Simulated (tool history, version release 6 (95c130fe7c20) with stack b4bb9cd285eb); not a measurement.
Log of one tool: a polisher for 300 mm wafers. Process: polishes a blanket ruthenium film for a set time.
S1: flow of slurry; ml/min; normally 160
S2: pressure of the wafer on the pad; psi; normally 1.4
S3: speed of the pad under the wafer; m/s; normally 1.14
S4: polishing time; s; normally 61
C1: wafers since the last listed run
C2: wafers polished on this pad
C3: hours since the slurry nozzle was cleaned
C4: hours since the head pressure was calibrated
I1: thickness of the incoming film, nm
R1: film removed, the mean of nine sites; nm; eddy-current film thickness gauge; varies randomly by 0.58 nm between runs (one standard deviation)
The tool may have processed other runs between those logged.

run 1 hour=0.0 | S1=160 S2=1.4 S3=1.14 S4=61 | C1=0 C2=2142 C3=1.8 C4=102.4 | I1=436.0 | R1=45.1
-- hour=52.1 worn pad replaced by a new one
run 2 hour=65.7 | S1=160 S2=1.4 S3=1.14 S4=61 | C1=496 C2=109 C3=67.5 C4=168.1 | I1=439.0 | R1=48.2
run 3 hour=114.0 | S1=160 S2=1.0 S3=1.14 S4=61 | C1=388 C2=498 C3=115.8 C4=216.4 | I1=440.8 | R1=34.3
run 4 hour=217.7 | S1=160 S2=1.4 S3=1.14 S4=61 | C1=834 C2=1333 C3=219.5 C4=320.1 | I1=435.6 | R1=44.7
run 5 hour=302.6 | S1=160 S2=1.8 S3=1.14 S4=61 | C1=683 C2=2016 C3=304.4 C4=405.0 | I1=445.8 | R1=54.7
-- hour=379.3 worn pad replaced by a new one
run 6 hour=379.8 | S1=160 S2=1.8 S3=1.14 S4=61 | C1=589 C2=4 C3=381.6 C4=482.2 | I1=445.9 | R1=60.0
run 7 hour=598.0 | S1=160 S2=1.7 S3=1.14 S4=67 | C1=1756 C2=1760 C3=599.8 C4=700.4 | I1=436.9 | R1=56.2
-- hour=599.3 slurry nozzle cleaned
-- hour=606.3 head pressure recalibrated
run 8 hour=637.1 | S1=160 S2=1.7 S3=1.14 S4=67 | C1=290 C2=2051 C3=37.8 C4=30.8 | I1=432.7 | R1=63.7
-- hour=691.4 worn pad replaced by a new one
run 9 hour=815.1 | S1=160 S2=1.7 S3=1.14 S4=67 | C1=1400 C2=995 C3=215.8 C4=208.8 | I1=443.5 | R1=64.4
run 10 hour=913.1 | S1=160 S2=1.4 S3=1.14 S4=61 | C1=788 C2=1784 C3=313.8 C4=306.8 | I1=442.8 | R1=45.1
run 11 hour=978.3 | S1=160 S2=1.1 S3=1.14 S4=77 | C1=524 C2=2309 C3=379.0 C4=372.0 | I1=441.1 | R1=42.8
-- hour=1017.1 worn pad replaced by a new one
run 12 hour=1050.0 | S1=160 S2=1.4 S3=1.14 S4=61 | C1=544 C2=265 C3=450.7 C4=443.7 | I1=438.3 | R1=46.9
run 13 hour=1101.4 | S1=160 S2=1.4 S3=1.14 S4=61 | C1=413 C2=678 C3=502.1 C4=495.1 | I1=440.6 | R1=46.7
run 14 hour=1179.6 | S1=160 S2=1.1 S3=1.14 S4=61 | C1=629 C2=1308 C3=580.3 C4=573.3 | I1=438.4 | R1=34.7
-- hour=1215.5 slurry nozzle cleaned
run 15 hour=1280.1 | S1=130 S2=1.9 S3=1.24 S4=71 | C1=800 C2=2109 C3=64.6 C4=673.8 | I1=435.9 | R1=69.5
-- hour=1318.4 head pressure recalibrated
-- hour=1322.7 worn pad replaced by a new one
run 16 hour=1323.2 | S1=160 S2=1.4 S3=1.14 S4=80 | C1=298 C2=3 C3=107.7 C4=4.8 | I1=443.8 | R1=68.0
run 17 hour=1389.1 | S1=135 S2=1.4 S3=1.46 S4=61 | C1=530 C2=534 C3=173.6 C4=70.7 | I1=447.1 | R1=61.4
run 18 hour=1447.7 | S1=110 S2=1.4 S3=1.14 S4=61 | C1=471 C2=1005 C3=232.2 C4=129.3 | I1=439.1 | R1=44.1
run 19 hour=1536.3 | S1=160 S2=1.7 S3=1.26 S4=61 | C1=713 C2=1719 C3=320.8 C4=217.9 | I1=440.0 | R1=60.2
run 20 hour=1580.2 | S1=190 S2=1.4 S3=1.14 S4=45 | C1=353 C2=2072 C3=364.7 C4=261.8 | I1=447.1 | R1=33.7
run 21 hour=1650.1 | S1=160 S2=1.8 S3=1.14 S4=77 | C1=562 C2=2635 C3=434.6 C4=331.7 | I1=442.1 | R1=68.8

Here are 3 independent what-if runs from the current tool condition. What would each one return?
run A hour=1650.5 | S1=160 S2=1.4 S3=1.26 S4=61 | C1=3 C2=2638 C3=435.0 C4=332.1 | I1=445.7 | R1=?
run B hour=1650.5 | S1=160 S2=1.1 S3=0.78 S4=48 | C1=3 C2=2638 C3=435.0 C4=332.1 | I1=445.7 | R1=?
run C hour=1650.5 | S1=160 S2=1.2 S3=1.14 S4=61 | C1=3 C2=2638 C3=435.0 C4=332.1 | I1=445.7 | R1=?

run=A R1=46.9
run=B R1=18.0
run=C R1=36.4
Had the tool no hidden state, the same runs would have come out as:
run=A R1=59.6
run=B R1=22.8
run=C R1=46.2
